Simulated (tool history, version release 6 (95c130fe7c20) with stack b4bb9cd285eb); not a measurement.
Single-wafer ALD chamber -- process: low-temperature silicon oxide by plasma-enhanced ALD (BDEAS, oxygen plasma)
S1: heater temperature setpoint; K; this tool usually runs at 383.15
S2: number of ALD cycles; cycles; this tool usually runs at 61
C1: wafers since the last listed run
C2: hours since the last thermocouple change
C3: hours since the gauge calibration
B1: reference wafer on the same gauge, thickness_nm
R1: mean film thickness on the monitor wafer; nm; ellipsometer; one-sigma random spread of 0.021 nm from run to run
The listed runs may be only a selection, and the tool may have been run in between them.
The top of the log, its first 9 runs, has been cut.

run,hour,S1,S2,C1,C2,C3,B1,R1
10,751.7,377.15,61,371,810.6,2152,7.001,8.566
# hour 803.2: gauge calibrated
11,803.2,377.15,61,237,862.1,0,6.996,8.534
12,877.7,383.15,61,344,936.6,74.5,6.997,8.478
13,933.2,383.15,61,256,992.1,130,7.004,8.421
# hour 950.6: thermocouple changed; heater temperature recalibrated
14,995.7,383.15,61,251,45.1,192.5,7.011,8.575
15,1062.3,376.15,70,307,111.7,259.1,7.006,10.03
16,1140.6,376.15,70,361,190,337.4,7,10.005
17,1213.9,383.15,61,338,263.3,410.7,7.004,8.619
18,1321.7,391.15,61,498,371.1,518.5,7.003,8.445
# hour 1345.1: thermocouple changed; heater temperature recalibrated, repeated, since the last time left the tool worse
19,1370.9,368.15,61,190,25.8,567.7,7.001,8.76
20,1410.1,394.15,69,181,65,606.9,6.999,9.446
21,1493.8,383.15,66,386,148.7,690.6,6.999,9.245
22,1531.4,383.15,61,173,186.3,728.2,7.003,8.491
23,1629,376.15,61,451,283.9,825.8,6.994,8.594
24,1713.7,388.15,61,391,368.6,910.5,7.002,8.404
25,1790.5,391.15,50,354,445.4,987.3,7.002,6.854
26,1862.7,383.15,57,333,517.6,1059.5,6.993,7.932
27,1906.6,396.15,70,202,561.5,1103.4,7.001,9.534
28,1982.9,383.15,61,352,637.8,1179.7,7.001,8.497
29,2088.8,383.15,61,489,743.7,1285.6,6.997,8.46
30,2189.3,387.15,73,464,844.2,1386.1,6.996,10.017
31,2248.5,396.15,70,273,903.4,1445.3,7,9.515

Run 32 comes next. What will it give?
32,2336.5,383.15,61,406,991.4,1533.3,?,?

B1: 7
R1: 8.436 nm
If the tool had no hidden condition, the same run with the same run-to-run variation would have returned R1 8.488 nm.
